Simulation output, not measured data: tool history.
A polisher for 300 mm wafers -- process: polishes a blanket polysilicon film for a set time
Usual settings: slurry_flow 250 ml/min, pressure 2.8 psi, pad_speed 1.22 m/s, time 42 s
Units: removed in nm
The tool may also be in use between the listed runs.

run,day,slurry_flow,pressure,pad_speed,time,"incoming thickness of the incoming film, nm",removed
1,0.000,250,2.8,1.22,42,1165.3,458.2
2,4.312,250,2.8,1.22,42,1178.1,453.2
# day 5.492: worn pad replaced by a new one
3,7.938,250,2.8,1.22,42,1161.9,446.9
# day 8.962: slurry nozzle cleaned
4,10.188,215,2.8,0.94,42,1194.4,333.4
# day 10.858: head pressure recalibrated
5,14.321,250,2.8,1.22,46,1181.3,502.6
6,17.442,250,2.8,1.22,42,1176.4,446.7
7,20.054,250,2.8,1.22,42,1182.9,462.8
8,24.179,250,2.8,1.22,42,1183.3,447.2
9,28.362,250,2.8,1.22,42,1198.7,452.0
# day 28.771: worn pad replaced by a new one
# day 31.454: slurry nozzle cleaned
10,32.796,250,2.5,1.22,42,1179.9,419.9
11,36.454,250,2.8,1.22,42,1194.8,457.4
12,39.821,250,2.8,1.22,42,1187.4,454.1
13,41.979,250,2.8,1.12,42,1153.6,429.8
14,43.854,250,2.8,1.12,42,1195.9,410.4
15,47.342,250,2.8,1.22,42,1171.7,451.5
16,50.438,270,3.2,1.22,42,1183.1,498.0
# day 50.658: head pressure recalibrated
# day 51.288: worn pad replaced by a new one
17,54.600,270,3.2,1.22,42,1167.1,515.8
# day 55.329: slurry nozzle cleaned
18,57.921,195,2.8,1.22,42,1181.0,442.1
19,59.883,190,2.8,1.44,55,1175.6,686.8

Expected results for the next run?
20,62.000,215,2.8,1.36,42,1203.9,?

removed: 501.7 nm
Minus the tool's unlogged condition, the same run would have read removed 501.7 nm.
